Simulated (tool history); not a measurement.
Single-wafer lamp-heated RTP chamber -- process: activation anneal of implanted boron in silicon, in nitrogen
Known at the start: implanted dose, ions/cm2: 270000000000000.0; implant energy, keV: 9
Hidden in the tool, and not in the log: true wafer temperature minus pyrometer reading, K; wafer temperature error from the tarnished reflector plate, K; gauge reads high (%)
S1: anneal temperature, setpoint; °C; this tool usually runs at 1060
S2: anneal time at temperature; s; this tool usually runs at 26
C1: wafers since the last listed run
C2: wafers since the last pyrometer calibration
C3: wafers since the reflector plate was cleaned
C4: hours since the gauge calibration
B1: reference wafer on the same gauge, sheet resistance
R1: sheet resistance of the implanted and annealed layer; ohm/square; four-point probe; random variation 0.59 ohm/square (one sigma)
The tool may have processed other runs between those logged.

run,day,S1,S2,C1,C2,C3,C4,B1,R1
1,0.000,1060,26,0,7914,5872,1044.9,373.79,395.51
2,1.442,1066,16,305,8220,6177,1079.5,373.67,396.97
3,3.917,1060,26,524,8745,6702,1138.9,374.00,395.83
4,5.262,1060,26,285,9030,6987,1171.2,373.63,395.53
# day 7.254: pyrometer window cleaned and pyrometer calibrated
5,7.275,1060,26,355,4,7343,1219.5,373.74,394.91
6,8.500,1060,26,259,263,7603,1248.9,374.31,394.81
7,9.950,1060,26,307,571,7910,1283.7,374.29,396.07
8,12.554,1060,26,552,1123,8463,1346.2,374.36,396.02
9,14.288,1060,26,367,1490,8830,1387.8,374.73,395.91
10,17.283,1060,17,635,2125,9465,1459.7,374.64,399.21
11,19.571,1060,17,484,2610,9950,1514.6,374.62,397.90
12,22.171,1060,17,551,3162,10501,1577.0,374.90,399.90
# day 24.425: reflector plate cleaned
13,24.579,1060,26,439,3602,32,1634.8,375.20,396.56
14,25.883,1085,22,276,3878,309,1666.1,375.17,394.36
15,27.888,1060,26,424,4303,734,1714.2,375.52,395.70
16,29.400,1037,18,320,4624,1054,1750.5,375.47,402.32
17,30.504,1060,26,234,4858,1289,1777.0,375.49,395.80
18,33.383,1037,11,610,5468,1899,1846.1,375.54,403.50
19,35.017,1046,16,346,5814,2245,1885.3,375.64,399.53
20,36.275,1090,20,266,6081,2512,1915.5,375.84,394.75
21,37.662,1031,26,294,6375,2806,1948.8,375.86,400.34
# day 38.929: gauge calibrated
22,39.896,1060,26,473,6849,3280,23.2,370.57,391.86
23,41.125,1079,22,260,7109,3540,52.7,370.43,390.86
24,43.842,1037,41,575,7685,4116,117.9,370.99,391.64
25,46.138,1060,26,486,8172,4603,173.0,370.80,392.60
26,47.796,1060,11,351,8524,4955,212.8,370.92,396.87
27,50.212,1070,26,512,9036,5467,270.8,371.21,390.73
28,51.708,1082,26,317,9353,5784,306.7,371.19,389.37
# day 52.746: pyrometer window cleaned and pyrometer calibrated
29,53.279,1043,40,262,113,6046,344.4,371.35,391.01
30,54.575,1060,26,274,387,6321,375.5,371.34,392.60
31,56.400,1077,26,386,774,6708,419.3,371.63,390.85
32,57.721,1087,41,280,1054,6988,451.0,371.70,384.89
33,58.900,1032,32,249,1304,7238,479.3,371.57,394.21
34,61.029,1034,13,451,1756,7689,530.4,371.97,399.13
35,63.179,1060,26,455,2212,8145,582.0,371.97,392.38
36,64.508,1037,15,281,2493,8427,613.9,372.11,398.03

For each run, what was the tool's unlogged condition?
true wafer temperature minus pyrometer reading, K: 0 in every run
wafer temperature error from the tarnished reflector plate, K: 0 in every run
H1: gauge reads high (%)
run,H1
1,1
2,1.02
3,1.06
4,1.08
5,1.11
6,1.13
7,1.15
8,1.19
9,1.22
10,1.26
11,1.3
12,1.34
13,1.37
14,1.39
15,1.42
16,1.45
17,1.46
18,1.51
19,1.53
20,1.55
21,1.57
22,0.173
23,0.192
24,0.233
25,0.268
26,0.293
27,0.329
28,0.352
29,0.376
30,0.395
31,0.423
32,0.443
33,0.461
34,0.493
35,0.525
36,0.546
